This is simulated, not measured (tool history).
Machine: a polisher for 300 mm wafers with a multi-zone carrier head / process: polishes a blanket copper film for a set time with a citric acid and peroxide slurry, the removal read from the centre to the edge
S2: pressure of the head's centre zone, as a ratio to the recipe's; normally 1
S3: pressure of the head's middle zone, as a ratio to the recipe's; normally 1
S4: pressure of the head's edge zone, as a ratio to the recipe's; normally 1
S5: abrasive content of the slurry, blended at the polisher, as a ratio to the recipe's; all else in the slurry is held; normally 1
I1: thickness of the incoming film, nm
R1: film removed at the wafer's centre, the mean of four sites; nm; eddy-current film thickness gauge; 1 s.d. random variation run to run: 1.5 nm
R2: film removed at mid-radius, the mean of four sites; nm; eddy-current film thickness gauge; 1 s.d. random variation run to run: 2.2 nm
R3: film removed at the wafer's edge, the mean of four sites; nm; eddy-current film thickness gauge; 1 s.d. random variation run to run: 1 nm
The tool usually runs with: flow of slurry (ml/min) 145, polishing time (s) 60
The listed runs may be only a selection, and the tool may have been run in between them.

{"run": 1, "day": 0.0, "flow of slurry (ml/min)": 145, "S2": 1, "S3": 1, "S4": 1, "S5": 1, "polishing time (s)": 60, "I1": 878.3, "R1": 146.5, "R2": 149.3, "R3": 144}
{"run": 2, "day": 1.708, "flow of slurry (ml/min)": 145, "S2": 1, "S3": 1, "S4": 1, "S5": 1, "polishing time (s)": 60, "I1": 876.6, "R1": 144, "R2": 148.2, "R3": 142.1}
{"run": 3, "day": 3.425, "flow of slurry (ml/min)": 145, "S2": 1, "S3": 1, "S4": 1, "S5": 1, "polishing time (s)": 60, "I1": 873.2, "R1": 142, "R2": 143.1, "R3": 139.3}
{"day": 4.175, "done": "worn pad replaced by a new one"}
{"run": 4, "day": 5.462, "flow of slurry (ml/min)": 125, "S2": 1.08, "S3": 1, "S4": 1, "S5": 1, "polishing time (s)": 60, "I1": 902, "R1": 152.5, "R2": 146.1, "R3": 143.3}
{"run": 5, "day": 6.992, "flow of slurry (ml/min)": 125, "S2": 1.08, "S3": 1, "S4": 1, "S5": 1, "polishing time (s)": 60, "I1": 884.4, "R1": 155.2, "R2": 146.7, "R3": 145}
{"run": 6, "day": 8.079, "flow of slurry (ml/min)": 125, "S2": 1.08, "S3": 1, "S4": 1, "S5": 1, "polishing time (s)": 60, "I1": 889.3, "R1": 152.5, "R2": 146.1, "R3": 144.6}
{"day": 9.925, "done": "centre zone pressure recalibrated"}
{"run": 7, "day": 10.65, "flow of slurry (ml/min)": 145, "S2": 1, "S3": 1, "S4": 0.92, "S5": 1, "polishing time (s)": 60, "I1": 899.6, "R1": 147.1, "R2": 149.2, "R3": 140.7}
{"run": 8, "day": 13.158, "flow of slurry (ml/min)": 145, "S2": 0.89, "S3": 1.09, "S4": 1.05, "S5": 1, "polishing time (s)": 60, "I1": 888.9, "R1": 129.2, "R2": 158.7, "R3": 146.7}
{"day": 14.438, "done": "slurry nozzle cleaned"}
{"run": 9, "day": 14.542, "flow of slurry (ml/min)": 145, "S2": 1, "S3": 1, "S4": 1.08, "S5": 0.75, "polishing time (s)": 60, "I1": 898.5, "R1": 128.6, "R2": 131.5, "R3": 136.2}
{"day": 15.975, "done": "worn pad replaced by a new one"}
{"run": 10, "day": 16.117, "flow of slurry (ml/min)": 145, "S2": 0.97, "S3": 1.03, "S4": 0.93, "S5": 1, "polishing time (s)": 80, "I1": 883.1, "R1": 190.8, "R2": 208.7, "R3": 191.7}
{"day": 16.375, "done": "edge zone pressure recalibrated"}
{"day": 18.05, "done": "carrier head's membrane replaced by a new one"}
{"run": 11, "day": 18.833, "flow of slurry (ml/min)": 145, "S2": 0.89, "S3": 1, "S4": 1, "S5": 1, "polishing time (s)": 73, "I1": 884.4, "R1": 164.7, "R2": 184.4, "R3": 180.5}
{"run": 12, "day": 20.229, "flow of slurry (ml/min)": 145, "S2": 1, "S3": 1, "S4": 1, "S5": 1, "polishing time (s)": 76, "I1": 899.2, "R1": 189.2, "R2": 195.1, "R3": 185.7}
{"run": 13, "day": 22.312, "flow of slurry (ml/min)": 180, "S2": 1, "S3": 1, "S4": 1, "S5": 1, "polishing time (s)": 60, "I1": 893.4, "R1": 157.1, "R2": 155.5, "R3": 150.4}
{"run": 14, "day": 24.225, "flow of slurry (ml/min)": 145, "S2": 0.92, "S3": 0.88, "S4": 1.11, "S5": 1, "polishing time (s)": 79, "I1": 894.5, "R1": 179, "R2": 179.2, "R3": 198.6}
{"day": 28.471, "done": "centre zone pressure recalibrated"}
{"day": 29.433, "done": "worn pad replaced by a new one"}
{"run": 15, "day": 32.5, "flow of slurry (ml/min)": 145, "S2": 1, "S3": 1, "S4": 0.89, "S5": 1.15, "polishing time (s)": 60, "I1": 881.9, "R1": 154.8, "R2": 153.9, "R3": 145.6}
{"run": 16, "day": 35.367, "flow of slurry (ml/min)": 145, "S2": 1, "S3": 1.1, "S4": 1, "S5": 0.75, "polishing time (s)": 60, "I1": 891.6, "R1": 134.4, "R2": 146.3, "R3": 131.3}

Forecast run 17:
{"run": 17, "day": 36.846, "flow of slurry (ml/min)": 145, "S2": 1, "S3": 1, "S4": 1, "S5": 1, "polishing time (s)": 60, "I1": 881.4, "R1": "?", "R2": "?", "R3": "?"}

Run 17 measured R1 144.9 nm, R2 147.7 nm, R3 143.2 nm.
With no hidden state in the tool, this same run would have given R1 150.2 nm, R2 153.1 nm, R3 148.4 nm.

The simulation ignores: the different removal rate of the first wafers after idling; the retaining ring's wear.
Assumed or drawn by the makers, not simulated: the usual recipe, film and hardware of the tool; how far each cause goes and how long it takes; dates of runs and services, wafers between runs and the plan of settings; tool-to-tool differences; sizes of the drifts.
